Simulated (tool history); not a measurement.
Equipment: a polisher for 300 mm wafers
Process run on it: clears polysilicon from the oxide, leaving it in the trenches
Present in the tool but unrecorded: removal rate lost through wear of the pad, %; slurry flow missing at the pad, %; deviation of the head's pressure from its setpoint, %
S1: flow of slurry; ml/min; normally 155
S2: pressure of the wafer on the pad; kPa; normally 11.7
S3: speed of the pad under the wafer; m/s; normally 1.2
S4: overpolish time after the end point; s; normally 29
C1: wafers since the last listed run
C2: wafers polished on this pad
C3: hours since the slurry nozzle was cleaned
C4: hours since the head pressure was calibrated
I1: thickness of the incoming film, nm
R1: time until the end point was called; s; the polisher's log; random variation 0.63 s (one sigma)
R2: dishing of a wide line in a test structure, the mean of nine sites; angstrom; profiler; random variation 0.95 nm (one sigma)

| run | hour | S1 | S2 | S3 | S4 | C1 | C2 | C3 | C4 | I1 | R1 | R2 |
|---|---|---|---|---|---|---|---|---|---|---|---|---|
| 1 | 0 | 155 | 11.7 | 1.2 | 29 | 0 | 167 | 13.6 | 632.9 | 467.5 | 46.9 | 841 |
| 2 | 20.4 | 155 | 11.7 | 1.2 | 29 | 110 | 278 | 34 | 653.3 | 456.3 | 46.6 | 846 |
| 3 | 40.5 | 155 | 15.2 | 1.2 | 29 | 109 | 387 | 54.1 | 673.4 | 454.5 | 35.6 | 865 |
| 4 | 57 | 155 | 15.2 | 1.2 | 29 | 89 | 477 | 70.6 | 689.9 | 456.2 | 36.7 | 870 |
| 5 | 72.5 | 155 | 15.2 | 1.2 | 29 | 84 | 561 | 86.1 | 705.4 | 461.5 | 36.4 | 889 |
| 6 | 105.6 | 155 | 11.7 | 1.2 | 29 | 179 | 741 | 119.2 | 738.5 | 456 | 47.6 | 824 |
| 7 | 127 | 155 | 11.7 | 1.2 | 29 | 116 | 857 | 140.6 | 759.9 | 457.2 | 49.8 | 849 |
| 8 | 139.5 | 165 | 11.7 | 1.2 | 29 | 67 | 925 | 153.1 | 772.4 | 459.6 | 49.1 | 830 |
| 9 | 156.9 | 165 | 11.7 | 1.2 | 29 | 94 | 1020 | 170.5 | 789.8 | 454.1 | 48.5 | 830 |
| 10 | 181.8 | 165 | 11.7 | 1.2 | 29 | 135 | 1155 | 195.4 | 814.7 | 451.5 | 49.8 | 843 |
|  | 195.5 | worn pad replaced by a new one |
| 11 | 198.6 | 155 | 11.7 | 1.2 | 29 | 69 | 16 | 212.2 | 831.5 | 461.9 | 47.2 | 834 |
| 12 | 210.7 | 155 | 11.7 | 1.2 | 29 | 65 | 82 | 224.3 | 843.6 | 462.7 | 47.6 | 856 |
|  | 217.3 | slurry nozzle cleaned |
| 13 | 227.6 | 155 | 11.7 | 1.2 | 29 | 86 | 168 | 10.3 | 860.5 | 452.9 | 46.5 | 848 |
| 14 | 256.3 | 195 | 11.7 | 1.46 | 36 | 155 | 324 | 39 | 889.2 | 462.8 | 37.9 | 881 |
| 15 | 291 | 125 | 11.7 | 1 | 29 | 188 | 513 | 73.7 | 923.9 | 464.4 | 60.1 | 783 |
| 16 | 319 | 195 | 11.7 | 1.2 | 29 | 152 | 665 | 101.7 | 951.9 | 465.8 | 47.4 | 834 |
| 17 | 348.3 | 155 | 11.7 | 0.98 | 29 | 159 | 824 | 131 | 981.2 | 452.1 | 58.8 | 822 |
| 18 | 366.9 | 175 | 11.7 | 1.2 | 29 | 101 | 925 | 149.6 | 999.8 | 457.1 | 49.4 | 835 |
| 19 | 398.9 | 140 | 11.7 | 1.2 | 29 | 173 | 1099 | 181.6 | 1031.8 | 457.3 | 50.5 | 828 |
|  | 412.7 | worn pad replaced by a new one |
| 20 | 433.5 | 205 | 11.7 | 1.2 | 29 | 166 | 113 | 216.2 | 1066.4 | 455.3 | 45.7 | 861 |
| 21 | 452.4 | 155 | 11.7 | 1.2 | 29 | 102 | 215 | 235.1 | 1085.3 | 462 | 47.8 | 851 |
|  | 453.6 | slurry nozzle cleaned |
| 22 | 527.7 | 185 | 15.9 | 0.86 | 34 | 403 | 619 | 74.1 | 1160.6 | 454.5 | 49.8 | 865 |
| 23 | 562.5 | 155 | 9 | 1.2 | 29 | 189 | 808 | 108.9 | 1195.4 | 464.5 | 67.2 | 776 |
| 24 | 595.8 | 185 | 15.9 | 0.86 | 34 | 180 | 989 | 142.2 | 1228.7 | 463.9 | 51.4 | 855 |
| 25 | 616.7 | 200 | 14.5 | 1.34 | 45 | 113 | 1102 | 163.1 | 1249.6 | 458.2 | 36 | 874 |
| 26 | 630.9 | 155 | 11.7 | 1.2 | 13 | 77 | 1179 | 177.3 | 1263.8 | 459.9 | 51.7 | 621 |
| 27 | 662.3 | 155 | 11.7 | 1.2 | 29 | 170 | 1350 | 208.7 | 1295.2 | 462.9 | 52.6 | 829 |
|  | 679.9 | head pressure recalibrated |
|  | 686.9 | worn pad replaced by a new one |
|  | 735.8 | slurry nozzle cleaned |
| 28 | 749.3 | 130 | 9.7 | 0.92 | 13 | 434 | 333 | 13.5 | 69.4 | 462.5 | 75.6 | 522 |
| 29 | 769.9 | 170 | 9.7 | 1.54 | 29 | 111 | 445 | 34.1 | 90 | 459.7 | 42.5 | 843 |
| 30 | 801.2 | 125 | 7.6 | 1.38 | 46 | 169 | 615 | 65.4 | 121.3 | 460 | 66.2 | 849 |
| 31 | 836.8 | 155 | 11.7 | 1.2 | 29 | 193 | 808 | 101 | 156.9 | 465.1 | 47.7 | 851 |
| 32 | 867.7 | 205 | 9 | 1.2 | 18 | 167 | 976 | 131.9 | 187.8 | 456.9 | 60.1 | 696 |
| 33 | 885.9 | 155 | 15.2 | 1.2 | 29 | 98 | 1075 | 150.1 | 206 | 454.7 | 37.1 | 856 |
| 34 | 911.1 | 180 | 14.5 | 1.48 | 42 | 136 | 1212 | 175.3 | 231.2 | 456.1 | 30.1 | 887 |
| 35 | 936.9 | 140 | 15.2 | 1.2 | 29 | 140 | 1352 | 201.1 | 257 | 457.8 | 37.5 | 853 |
| 36 | 949.4 | 155 | 13.8 | 1.36 | 29 | 67 | 1420 | 213.6 | 269.5 | 463.6 | 37.6 | 880 |

Consider 3 possible next runs. They are alternatives, not a sequence: every one starts from the tool as it was left by run 36. What does each give?
| A | 949.9 | 155 | 11.7 | 1.2 | 29 | 2 | 1422 | 214.1 | 270 | 463.2 | ? | ? |
| B | 949.9 | 190 | 11.7 | 1.4 | 29 | 2 | 1422 | 214.1 | 270 | 463.2 | ? | ? |
| C | 949.9 | 110 | 7.6 | 1.2 | 29 | 2 | 1422 | 214.1 | 270 | 463.2 | ? | ? |

| run | R1 | R2 |
|---|---|---|
| A | 49 | 840 |
| B | 40.6 | 861 |
| C | 81.8 | 736 |
What these runs would have given with no unlogged condition in the tool:
| run | R1 | R2 |
|---|---|---|
| A | 44.7 | 852 |
| B | 37.1 | 868 |
| C | 74.7 | 759 |

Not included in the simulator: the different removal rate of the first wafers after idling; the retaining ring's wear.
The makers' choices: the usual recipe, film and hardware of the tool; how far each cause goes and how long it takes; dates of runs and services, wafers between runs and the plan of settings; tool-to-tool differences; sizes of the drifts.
